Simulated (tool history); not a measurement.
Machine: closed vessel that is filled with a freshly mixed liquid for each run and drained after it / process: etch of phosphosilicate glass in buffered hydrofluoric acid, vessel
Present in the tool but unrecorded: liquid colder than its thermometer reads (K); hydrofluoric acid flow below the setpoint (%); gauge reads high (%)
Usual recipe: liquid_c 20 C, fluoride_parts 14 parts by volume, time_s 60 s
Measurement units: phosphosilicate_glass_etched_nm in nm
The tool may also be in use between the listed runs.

| run | hour | liquid_c | fluoride_parts | time_s | wafers since the last listed run | hours since the thermometer was replaced | hours since the hydrofluoric acid flow meter was replaced | hours since the gauge calibration | read-back film thickness of the phosphosilicate glass reference wafer, read on the same gauge (nm) | phosphosilicate_glass_etched_nm |
|---|---|---|---|---|---|---|---|---|---|---|
| 1 | 0 | 20 | 18 | 60 | 0 | 1225.5 | 499.9 | 1202.6 | 29.99 | 99.23 |
| 2 | 68.6 | 20 | 14 | 60 | 4837 | 1294.1 | 568.5 | 1271.2 | 29.97 | 126.65 |
| 3 | 109.5 | 20 | 14 | 60 | 2884 | 1335 | 609.4 | 1312.1 | 29.98 | 126.15 |
| 4 | 154.2 | 20 | 10 | 35 | 3152 | 1379.7 | 654.1 | 1356.8 | 29.99 | 100.96 |
| 5 | 201.3 | 20 | 14 | 60 | 3321 | 1426.8 | 701.2 | 1403.9 | 30.04 | 124.95 |
| 6 | 263.4 | 20 | 14 | 60 | 4379 | 1488.9 | 763.3 | 1466 | 30.01 | 120.77 |
| 7 | 291.1 | 20 | 14 | 60 | 1953 | 1516.6 | 791 | 1493.7 | 30 | 122.98 |
| 8 | 315.7 | 20 | 14 | 60 | 1734 | 1541.2 | 815.6 | 1518.3 | 30.02 | 122.23 |
| 9 | 357.6 | 20 | 14 | 60 | 2954 | 1583.1 | 857.5 | 1560.2 | 30 | 121.71 |
| 10 | 417.1 | 20 | 14 | 60 | 4195 | 1642.6 | 917 | 1619.7 | 29.99 | 120.1 |
|  | 469.9 | hydrofluoric acid flow meter replaced |
| 11 | 480.5 | 20 | 14 | 60 | 4400 | 1706 | 10.6 | 1683.1 | 29.98 | 128.44 |
|  | 493.9 | thermometer replaced |
| 12 | 510.7 | 20 | 14 | 60 | 2059 | 16.8 | 40.8 | 1713.3 | 30.01 | 140.91 |
| 13 | 567.3 | 20 | 14 | 60 | 3991 | 73.4 | 97.4 | 1769.9 | 29.99 | 137.39 |
| 14 | 604.1 | 20 | 14 | 60 | 2594 | 110.2 | 134.2 | 1806.7 | 29.99 | 138.59 |
| 15 | 631.6 | 22 | 14 | 30 | 1939 | 137.7 | 161.7 | 1834.2 | 30.03 | 77.49 |
| 16 | 666.6 | 24 | 11 | 95 | 2468 | 172.7 | 196.7 | 1869.2 | 29.99 | 349.27 |
| 17 | 706.9 | 20 | 9.5 | 60 | 2841 | 213 | 237 | 1909.5 | 30.01 | 199.18 |
| 18 | 773.7 | 20 | 14 | 70 | 4710 | 279.8 | 303.8 | 1976.3 | 30.02 | 159.74 |
| 19 | 842.9 | 21.5 | 18.5 | 80 | 4879 | 349 | 373 | 2045.5 | 29.98 | 148.87 |
| 20 | 876.7 | 21.5 | 16.5 | 50 | 2383 | 382.8 | 406.8 | 2079.3 | 29.98 | 104.48 |
| 21 | 907.1 | 20 | 14 | 60 | 2143 | 413.2 | 437.2 | 2109.7 | 29.99 | 133.57 |
|  | 922.8 | gauge calibrated |
| 22 | 956.1 | 17 | 14 | 30 | 3455 | 462.2 | 486.2 | 33.3 | 29.99 | 56.56 |
| 23 | 982.7 | 23.5 | 10.5 | 40 | 1875 | 488.8 | 512.8 | 59.9 | 29.99 | 143.51 |
| 24 | 1031.4 | 20 | 12 | 75 | 3434 | 537.5 | 561.5 | 108.6 | 30 | 194.59 |
| 25 | 1060.4 | 20 | 19 | 85 | 2044 | 566.5 | 590.5 | 137.6 | 30 | 137.51 |
| 26 | 1127 | 24 | 10.5 | 95 | 4696 | 633.1 | 657.1 | 204.2 | 29.98 | 338.07 |
| 27 | 1172.3 | 17 | 16 | 75 | 3194 | 678.4 | 702.4 | 249.5 | 30 | 119.58 |
| 28 | 1209.3 | 24 | 14 | 90 | 2609 | 715.4 | 739.4 | 286.5 | 30 | 246.62 |
| 29 | 1277 | 20 | 14 | 60 | 4773 | 783.1 | 807.1 | 354.2 | 30 | 128.3 |
| 30 | 1307.9 | 20 | 14 | 60 | 2178 | 814 | 838 | 385.1 | 30.01 | 126.14 |
| 31 | 1352.2 | 17 | 9.5 | 70 | 3123 | 858.3 | 882.3 | 429.4 | 30.03 | 184.26 |
|  | 1359.9 | hydrofluoric acid flow meter replaced |
| 32 | 1378.2 | 20 | 16.5 | 30 | 1762 | 884.3 | 18.3 | 455.4 | 30 | 57.84 |

Describe how what the log doesn't record of the tool's condition differs between the last listed run preceding each entry between runs and the first listed run following it.
In the gap between runs 10 and 11: hydrofluoric acid flow meter replaced (hour 469.9)
  liquid colder than its thermometer reads (K): 1.79 -> 1.86; hydrofluoric acid flow below the setpoint (%): 6.53 -> 0.454
  measured minus no-state result, phosphosilicate_glass_etched_nm: -21.89 -> -14.84 nm
In the gap between runs 11 and 12: thermometer replaced (hour 493.9)
  liquid colder than its thermometer reads (K): 1.86 -> 0.0677; hydrofluoric acid flow below the setpoint (%): 0.454 -> 0.66
  measured minus no-state result, phosphosilicate_glass_etched_nm: -14.84 -> -1.47 nm
In the gap between runs 21 and 22: gauge calibrated (hour 922.8)
  liquid colder than its thermometer reads (K): 0.469 -> 0.519; hydrofluoric acid flow below the setpoint (%): 3.37 -> 3.71
  measured minus no-state result, phosphosilicate_glass_etched_nm: -8.26 -> -3.91 nm
In the gap between runs 31 and 32: hydrofluoric acid flow meter replaced (hour 1359.9)
  liquid colder than its thermometer reads (K): 0.92 -> 0.947; hydrofluoric acid flow below the setpoint (%): 6.42 -> 0.224
  measured minus no-state result, phosphosilicate_glass_etched_nm: -19.32 -> -3.31 nm

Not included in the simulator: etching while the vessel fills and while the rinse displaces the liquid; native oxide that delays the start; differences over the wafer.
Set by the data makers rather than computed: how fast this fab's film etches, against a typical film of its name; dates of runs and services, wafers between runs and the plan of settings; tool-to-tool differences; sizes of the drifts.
